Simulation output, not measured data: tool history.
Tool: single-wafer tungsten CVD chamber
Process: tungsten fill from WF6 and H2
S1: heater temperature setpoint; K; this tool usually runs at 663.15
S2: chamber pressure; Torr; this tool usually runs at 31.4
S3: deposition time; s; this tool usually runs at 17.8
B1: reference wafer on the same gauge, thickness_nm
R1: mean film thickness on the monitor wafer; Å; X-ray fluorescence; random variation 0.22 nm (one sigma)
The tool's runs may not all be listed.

run 1 hour=0 | S1=663.15 S2=31.4 S3=17.8 | B1=35.412 | R1=401.56
run 2 hour=26.8 | S1=663.15 S2=31.4 S3=15.3 | B1=35.457 | R1=343.98
run 3 hour=62.8 | S1=663.15 S2=31.4 S3=20.1 | B1=35.507 | R1=456.11
run 4 hour=128 | S1=652.15 S2=31.4 S3=17.8 | B1=35.588 | R1=332.69
run 5 hour=164.1 | S1=652.15 S2=31.4 S3=17.8 | B1=35.574 | R1=332.96
run 6 hour=210.7 | S1=652.15 S2=31.4 S3=17.8 | B1=35.641 | R1=330.3
run 7 hour=236.1 | S1=673.15 S2=31.4 S3=17.8 | B1=35.609 | R1=480.46
run 8 hour=284.8 | S1=673.15 S2=31.4 S3=17.8 | B1=35.675 | R1=478.18
run 9 hour=317.5 | S1=663.15 S2=31.4 S3=15.9 | B1=35.69 | R1=362.29
run 10 hour=354.5 | S1=663.15 S2=31.4 S3=15.9 | B1=35.668 | R1=361.97
run 11 hour=422.7 | S1=663.15 S2=31.4 S3=17.8 | B1=35.729 | R1=407.97
run 12 hour=491.4 | S1=663.15 S2=31.4 S3=15.6 | B1=35.742 | R1=352.48
run 13 hour=548.5 | S1=663.15 S2=31.4 S3=15.6 | B1=35.773 | R1=354.35
-- hour=648.6 showerhead replaced
run 14 hour=691.4 | S1=663.15 S2=31.4 S3=19.1 | B1=35.792 | R1=435.7
run 15 hour=750.1 | S1=663.15 S2=31.4 S3=19.1 | B1=35.859 | R1=442.5
-- hour=761.4 thermocouple changed; heater temperature recalibrated
run 16 hour=780.4 | S1=663.15 S2=31.4 S3=15.9 | B1=35.836 | R1=362.08
run 17 hour=849.5 | S1=663.15 S2=31.4 S3=17.8 | B1=35.815 | R1=407.03
run 18 hour=906.7 | S1=675.15 S2=34 S3=17.8 | B1=35.84 | R1=533.46
-- hour=927.4 gauge calibrated
run 19 hour=952.1 | S1=663.15 S2=31.4 S3=15.1 | B1=34.798 | R1=336.14
run 20 hour=980.4 | S1=675.15 S2=36.2 S3=20.7 | B1=34.872 | R1=628.4
run 21 hour=1021.7 | S1=663.15 S2=31.4 S3=17.8 | B1=34.977 | R1=397.6

For run 22, what comes out?
-- hour=1029.9 capacitance manometer re-zeroed and calibrated
run 22 hour=1056.5 | S1=663.15 S2=25.6 S3=15.3 | B1=? | R1=?

Logged for run 22: B1 35.007, R1 286.81 Å.
On a tool with no hidden condition, and with the same random variation, this run would have come out at R1 285.92 Å.
